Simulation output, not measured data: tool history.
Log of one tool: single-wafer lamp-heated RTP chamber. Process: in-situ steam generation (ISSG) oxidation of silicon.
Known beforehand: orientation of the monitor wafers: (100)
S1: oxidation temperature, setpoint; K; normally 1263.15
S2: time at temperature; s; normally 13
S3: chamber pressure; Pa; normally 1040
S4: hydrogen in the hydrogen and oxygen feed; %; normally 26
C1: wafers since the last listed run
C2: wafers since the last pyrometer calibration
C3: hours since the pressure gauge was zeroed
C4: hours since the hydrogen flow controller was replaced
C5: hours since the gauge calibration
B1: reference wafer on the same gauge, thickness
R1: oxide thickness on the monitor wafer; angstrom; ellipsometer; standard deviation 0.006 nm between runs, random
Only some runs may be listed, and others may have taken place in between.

Run 1, hour 0.0: usual settings but S1 1278.15 K; C1 0; C2 1856; C3 1986.4; C4 2457.3; C5 651.7; B1 4.279. Result: R1 42.59 angstrom.
Run 2, hour 35.8: usual settings but S1 1278.15 K; C1 462; C2 2318; C3 2022.2; C4 2493.1; C5 687.5; B1 4.279. Result: R1 42.66 angstrom.
Run 3, hour 81.2: usual settings; C1 586; C2 2904; C3 2067.6; C4 2538.5; C5 732.9; B1 4.278. Result: R1 40.51 angstrom.
Run 4, hour 133.4: usual settings; C1 673; C2 3578; C3 2119.8; C4 2590.7; C5 785.1; B1 4.280. Result: R1 40.50 angstrom.
Run 5, hour 157.9: usual settings; C1 316; C2 3894; C3 2144.3; C4 2615.2; C5 809.6; B1 4.280. Result: R1 40.55 angstrom.
Run 6, hour 202.6: usual settings but S3 1200 Pa; C1 577; C2 4471; C3 2189.0; C4 2659.9; C5 854.3; B1 4.280. Result: R1 40.17 angstrom.
Run 7, hour 266.0: usual settings but S3 1200 Pa; C1 818; C2 5290; C3 2252.4; C4 2723.3; C5 917.7; B1 4.282. Result: R1 40.29 angstrom.
At hour 278.0: gauge calibrated.
At hour 280.8: pyrometer window cleaned and pyrometer calibrated.
Run 8, hour 337.6: usual settings but S3 1200 Pa; C1 821; C2 733; C3 2324.0; C4 2794.9; C5 59.6; B1 4.282. Result: R1 39.85 angstrom.
Run 9, hour 387.0: usual settings but S3 987 Pa; C1 637; C2 1371; C3 2373.4; C4 2844.3; C5 109.0; B1 4.281. Result: R1 40.39 angstrom.
At hour 427.8: hydrogen flow controller replaced.
Run 10, hour 441.1: usual settings but S2 11 s, S3 920 Pa; C1 595; C2 1966; C3 2427.5; C4 13.3; C5 163.1; B1 4.277. Result: R1 37.62 angstrom.
Run 11, hour 465.4: usual settings but S3 920 Pa, S4 17 %; C1 313; C2 2280; C3 2451.8; C4 37.6; C5 187.4; B1 4.280. Result: R1 36.09 angstrom.
Run 12, hour 491.7: usual settings but S2 8 s, S4 17 %; C1 339; C2 2620; C3 2478.1; C4 63.9; C5 213.7; B1 4.281. Result: R1 29.70 angstrom.
At hour 547.2: pressure gauge zeroed.
Run 13, hour 556.4: usual settings; C1 732; C2 3352; C3 9.2; C4 128.6; C5 278.4; B1 4.277. Result: R1 40.51 angstrom.
Run 14, hour 585.0: usual settings; C1 369; C2 3721; C3 37.8; C4 157.2; C5 307.0; B1 4.280. Result: R1 40.46 angstrom.
Run 15, hour 617.4: usual settings; C1 418; C2 4139; C3 70.2; C4 189.6; C5 339.4; B1 4.280. Result: R1 40.55 angstrom.
Run 16, hour 667.6: usual settings but S1 1270.15 K, S3 1187 Pa; C1 648; C2 4788; C3 120.4; C4 239.8; C5 389.6; B1 4.280. Result: R1 41.21 angstrom.
Run 17, hour 737.9: usual settings but S1 1251.15 K, S4 21 %; C1 907; C2 5695; C3 190.7; C4 310.1; C5 459.9; B1 4.283. Result: R1 36.92 angstrom.
Run 18, hour 776.0: usual settings but S1 1274.15 K, S4 30 %; C1 491; C2 6187; C3 228.8; C4 348.2; C5 498.0; B1 4.282. Result: R1 44.04 angstrom.

Here are 5 independent what-if runs from the current tool condition. What would each one return?
Run A, hour 776.4: usual settings but S1 1249.15 K; C1 5; C2 6192; C3 229.2; C4 348.6; C5 498.4; B1 ?. Result: R1 ?.
Run B, hour 776.4: usual settings but S1 1273.15 K; C1 5; C2 6192; C3 229.2; C4 348.6; C5 498.4; B1 ?. Result: R1 ?.
Run C, hour 776.4: usual settings but S2 11 s, S4 21 %; C1 5; C2 6192; C3 229.2; C4 348.6; C5 498.4; B1 ?. Result: R1 ?.
Run D, hour 776.4: usual settings but S1 1282.15 K, S2 17 s, S4 30 %; C1 5; C2 6192; C3 229.2; C4 348.6; C5 498.4; B1 ?. Result: R1 ?.
Run E, hour 776.4: usual settings but S1 1252.15 K, S2 18 s, S3 920 Pa, S4 31 %; C1 5; C2 6192; C3 229.2; C4 348.6; C5 498.4; B1 ?. Result: R1 ?.

run     B1     R1
  A  4.282  38.92
  B  4.282  42.17
  C  4.282  35.90
  D  4.282  51.12
  E  4.282  47.14
Stripped of hidden state, with their random variation kept, the same runs would have yielded:
run     R1
  A  38.58
  B  41.73
  C  35.57
  D  50.51
  E  46.66

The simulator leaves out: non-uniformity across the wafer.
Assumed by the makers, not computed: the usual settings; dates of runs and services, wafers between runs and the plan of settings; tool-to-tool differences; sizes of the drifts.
